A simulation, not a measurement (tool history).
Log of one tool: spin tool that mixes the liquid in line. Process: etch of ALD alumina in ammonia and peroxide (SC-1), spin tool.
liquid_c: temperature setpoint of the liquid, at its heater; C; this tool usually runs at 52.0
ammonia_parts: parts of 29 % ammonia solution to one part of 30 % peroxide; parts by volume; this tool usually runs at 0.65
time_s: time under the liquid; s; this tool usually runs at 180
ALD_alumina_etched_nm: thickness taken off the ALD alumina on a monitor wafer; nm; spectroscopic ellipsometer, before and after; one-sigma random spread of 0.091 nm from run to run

run,hour,liquid_c,ammonia_parts,time_s,"read-back film thickness of the ALD alumina reference wafer, read on the same gauge (nm)",ALD_alumina_etched_nm
1,0.0,52.0,0.65,265,49.99,19.10
2,51.5,52.0,0.65,265,50.01,18.97
3,109.0,52.0,0.65,180,50.01,12.87
4,138.9,52.0,0.40,85,49.99,5.77
5,169.0,48.5,0.65,250,49.98,14.58
# hour 253.5: heated supply line repaired
6,381.4,52.0,0.65,180,49.97,13.83
7,415.2,52.0,0.40,180,50.00,13.18
8,483.1,46.0,0.80,180,50.02,10.04
# hour 488.1: new drum of ammonia solution connected
9,535.3,52.0,0.65,180,50.01,13.64
# hour 657.3: thermometer replaced
10,709.0,44.5,0.65,215,50.00,10.76
# hour 714.1: ammonia flow meter replaced
11,735.6,52.0,0.65,150,49.98,11.35
12,798.9,61.0,0.65,180,50.00,21.84
13,867.4,52.0,0.65,180,49.97,13.61
14,899.1,44.0,0.65,230,49.97,11.08
15,969.9,56.5,0.65,150,49.98,14.50
16,996.3,47.5,0.40,90,50.00,4.98
17,1027.2,52.0,0.65,180,50.00,13.55
# hour 1046.7: new drum of ammonia solution connected
18,1098.0,62.0,0.45,180,49.97,22.23
19,1155.6,52.0,0.65,180,49.98,13.53
20,1222.2,52.0,0.65,180,50.01,13.34
21,1271.0,44.5,0.85,180,50.03,9.02
22,1298.5,47.5,0.40,180,50.03,10.13
# hour 1325.5: gauge calibrated
23,1340.8,52.0,0.80,180,49.99,13.78
24,1364.9,52.0,0.55,180,50.01,13.13
# hour 1370.2: thermometer replaced
25,1423.8,52.0,0.65,180,50.00,13.17

Exercise: give the hidden state of the tool at every run:
liquid colder than its thermometer reads (K): 0 in every run
ammonia flow above the setpoint (%): 0 in every run
ammonia solution weaker than its label (%): 0 in every run
gauge reads high (%): 0 in every run
H1: temperature lost on the way to the wafer (K)
run,H1
1,1.36
2,1.38
3,1.41
4,1.43
5,1.45
6,0.214
7,0.232
8,0.267
9,0.295
10,0.386
11,0.4
12,0.434
13,0.47
14,0.486
15,0.524
16,0.537
17,0.554
18,0.591
19,0.621
20,0.656
21,0.682
22,0.697
23,0.719
24,0.732
25,0.763
